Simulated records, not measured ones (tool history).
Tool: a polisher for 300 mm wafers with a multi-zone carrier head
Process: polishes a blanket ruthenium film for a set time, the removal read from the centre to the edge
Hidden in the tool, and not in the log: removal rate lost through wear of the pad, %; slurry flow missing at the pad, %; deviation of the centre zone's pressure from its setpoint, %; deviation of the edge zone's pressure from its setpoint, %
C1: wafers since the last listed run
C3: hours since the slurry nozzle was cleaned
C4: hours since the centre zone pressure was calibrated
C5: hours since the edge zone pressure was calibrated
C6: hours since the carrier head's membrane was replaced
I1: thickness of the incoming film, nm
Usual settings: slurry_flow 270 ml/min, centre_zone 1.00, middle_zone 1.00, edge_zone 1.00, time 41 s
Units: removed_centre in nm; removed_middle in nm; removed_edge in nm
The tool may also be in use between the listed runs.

{"run": 1, "hour": 0.0, "slurry_flow": 270, "centre_zone": 1.0, "middle_zone": 1.0, "edge_zone": 1.05, "time": 41, "C1": 0, "wafers polished on this pad": 972, "C3": 34.6, "C4": 97.5, "C5": 18.7, "C6": 102.0, "I1": 405.7, "removed_centre": 47.0, "removed_middle": 45.3, "removed_edge": 46.2}
{"run": 2, "hour": 14.1, "slurry_flow": 270, "centre_zone": 1.0, "middle_zone": 0.94, "edge_zone": 1.0, "time": 41, "C1": 197, "wafers polished on this pad": 1170, "C3": 48.7, "C4": 111.6, "C5": 32.8, "C6": 116.1, "I1": 402.8, "removed_centre": 45.3, "removed_middle": 42.2, "removed_edge": 44.8}
{"run": 3, "hour": 25.6, "slurry_flow": 210, "centre_zone": 1.09, "middle_zone": 0.94, "edge_zone": 1.09, "time": 41, "C1": 161, "wafers polished on this pad": 1331, "C3": 60.2, "C4": 123.1, "C5": 44.3, "C6": 127.6, "I1": 392.6, "removed_centre": 47.5, "removed_middle": 39.8, "removed_edge": 45.1}
{"run": 4, "hour": 37.8, "slurry_flow": 195, "centre_zone": 1.0, "middle_zone": 1.0, "edge_zone": 1.0, "time": 41, "C1": 171, "wafers polished on this pad": 1503, "C3": 72.4, "C4": 135.3, "C5": 56.5, "C6": 139.8, "I1": 400.7, "removed_centre": 41.9, "removed_middle": 41.2, "removed_edge": 41.8}
{"run": 5, "hour": 52.7, "slurry_flow": 270, "centre_zone": 1.11, "middle_zone": 1.12, "edge_zone": 1.0, "time": 41, "C1": 209, "wafers polished on this pad": 1712, "C3": 87.3, "C4": 150.2, "C5": 71.4, "C6": 154.7, "I1": 396.6, "removed_centre": 46.6, "removed_middle": 46.9, "removed_edge": 41.1}
{"hour": 67.8, "done": "worn pad replaced by a new one"}
{"run": 6, "hour": 68.3, "slurry_flow": 245, "centre_zone": 0.93, "middle_zone": 1.1, "edge_zone": 1.0, "time": 33, "C1": 162, "wafers polished on this pad": 6, "C3": 102.9, "C4": 165.8, "C5": 87.0, "C6": 170.3, "I1": 397.5, "removed_centre": 36.3, "removed_middle": 40.0, "removed_edge": 37.0}
{"run": 7, "hour": 78.6, "slurry_flow": 350, "centre_zone": 1.0, "middle_zone": 1.0, "edge_zone": 1.0, "time": 41, "C1": 144, "wafers polished on this pad": 150, "C3": 113.2, "C4": 176.1, "C5": 97.3, "C6": 180.6, "I1": 400.7, "removed_centre": 49.6, "removed_middle": 47.3, "removed_edge": 48.2}
{"run": 8, "hour": 89.6, "slurry_flow": 350, "centre_zone": 1.0, "middle_zone": 1.0, "edge_zone": 1.09, "time": 35, "C1": 154, "wafers polished on this pad": 305, "C3": 124.2, "C4": 187.1, "C5": 108.3, "C6": 191.6, "I1": 404.7, "removed_centre": 42.3, "removed_middle": 40.7, "removed_edge": 42.0}
{"run": 9, "hour": 97.3, "slurry_flow": 270, "centre_zone": 1.06, "middle_zone": 1.1, "edge_zone": 1.0, "time": 41, "C1": 108, "wafers polished on this pad": 413, "C3": 131.9, "C4": 194.8, "C5": 116.0, "C6": 199.3, "I1": 393.4, "removed_centre": 48.7, "removed_middle": 49.0, "removed_edge": 46.7}
{"run": 10, "hour": 106.6, "slurry_flow": 270, "centre_zone": 1.0, "middle_zone": 1.0, "edge_zone": 1.0, "time": 41, "C1": 130, "wafers polished on this pad": 544, "C3": 141.2, "C4": 204.1, "C5": 125.3, "C6": 208.6, "I1": 406.4, "removed_centre": 48.4, "removed_middle": 45.1, "removed_edge": 46.8}
{"run": 11, "hour": 121.3, "slurry_flow": 270, "centre_zone": 1.0, "middle_zone": 1.0, "edge_zone": 1.0, "time": 41, "C1": 206, "wafers polished on this pad": 750, "C3": 155.9, "C4": 218.8, "C5": 140.0, "C6": 223.3, "I1": 399.1, "removed_centre": 47.8, "removed_middle": 44.9, "removed_edge": 46.1}
{"run": 12, "hour": 133.6, "slurry_flow": 270, "centre_zone": 0.96, "middle_zone": 1.0, "edge_zone": 1.0, "time": 41, "C1": 172, "wafers polished on this pad": 923, "C3": 168.2, "C4": 231.1, "C5": 152.3, "C6": 235.6, "I1": 403.0, "removed_centre": 45.8, "removed_middle": 45.6, "removed_edge": 45.2}
{"run": 13, "hour": 151.3, "slurry_flow": 355, "centre_zone": 1.0, "middle_zone": 1.04, "edge_zone": 1.0, "time": 41, "C1": 248, "wafers polished on this pad": 1171, "C3": 185.9, "C4": 248.8, "C5": 170.0, "C6": 253.3, "I1": 405.5, "removed_centre": 46.4, "removed_middle": 47.0, "removed_edge": 45.1}
{"run": 14, "hour": 159.2, "slurry_flow": 270, "centre_zone": 1.0, "middle_zone": 1.0, "edge_zone": 1.0, "time": 41, "C1": 110, "wafers polished on this pad": 1282, "C3": 193.8, "C4": 256.7, "C5": 177.9, "C6": 261.2, "I1": 401.2, "removed_centre": 45.5, "removed_middle": 43.5, "removed_edge": 43.2}
{"run": 15, "hour": 173.8, "slurry_flow": 270, "centre_zone": 1.0, "middle_zone": 1.07, "edge_zone": 1.0, "time": 34, "C1": 204, "wafers polished on this pad": 1487, "C3": 208.4, "C4": 271.3, "C5": 192.5, "C6": 275.8, "I1": 397.4, "removed_centre": 37.5, "removed_middle": 38.1, "removed_edge": 35.8}
{"run": 16, "hour": 187.6, "slurry_flow": 270, "centre_zone": 1.0, "middle_zone": 1.0, "edge_zone": 0.93, "time": 41, "C1": 193, "wafers polished on this pad": 1681, "C3": 222.2, "C4": 285.1, "C5": 206.3, "C6": 289.6, "I1": 403.2, "removed_centre": 43.5, "removed_middle": 42.5, "removed_edge": 40.3}
{"hour": 194.8, "done": "worn pad replaced by a new one"}
{"run": 17, "hour": 204.3, "slurry_flow": 330, "centre_zone": 0.9, "middle_zone": 1.0, "edge_zone": 1.0, "time": 33, "C1": 178, "wafers polished on this pad": 132, "C3": 238.9, "C4": 301.8, "C5": 223.0, "C6": 306.3, "I1": 396.9, "removed_centre": 37.5, "removed_middle": 40.2, "removed_edge": 38.7}
{"run": 18, "hour": 218.5, "slurry_flow": 270, "centre_zone": 1.0, "middle_zone": 1.0, "edge_zone": 0.89, "time": 36, "C1": 199, "wafers polished on this pad": 332, "C3": 253.1, "C4": 316.0, "C5": 237.2, "C6": 320.5, "I1": 400.2, "removed_centre": 42.5, "removed_middle": 41.8, "removed_edge": 39.2}

The next listed run, before its measurement:
{"run": 19, "hour": 231.7, "slurry_flow": 365, "centre_zone": 1.0, "middle_zone": 1.0, "edge_zone": 1.0, "time": 41, "C1": 185, "wafers polished on this pad": 517, "C3": 266.3, "C4": 329.2, "C5": 250.4, "C6": 333.7, "I1": 402.7, "removed_centre": "?", "removed_middle": "?", "removed_edge": "?"}

removed_centre: 49.8 nm
removed_middle: 47.8 nm
removed_edge: 48.1 nm
Without the tool's hidden state the same run would have given removed_centre 50.3 nm, removed_middle 48.4 nm, removed_edge 48.6 nm.
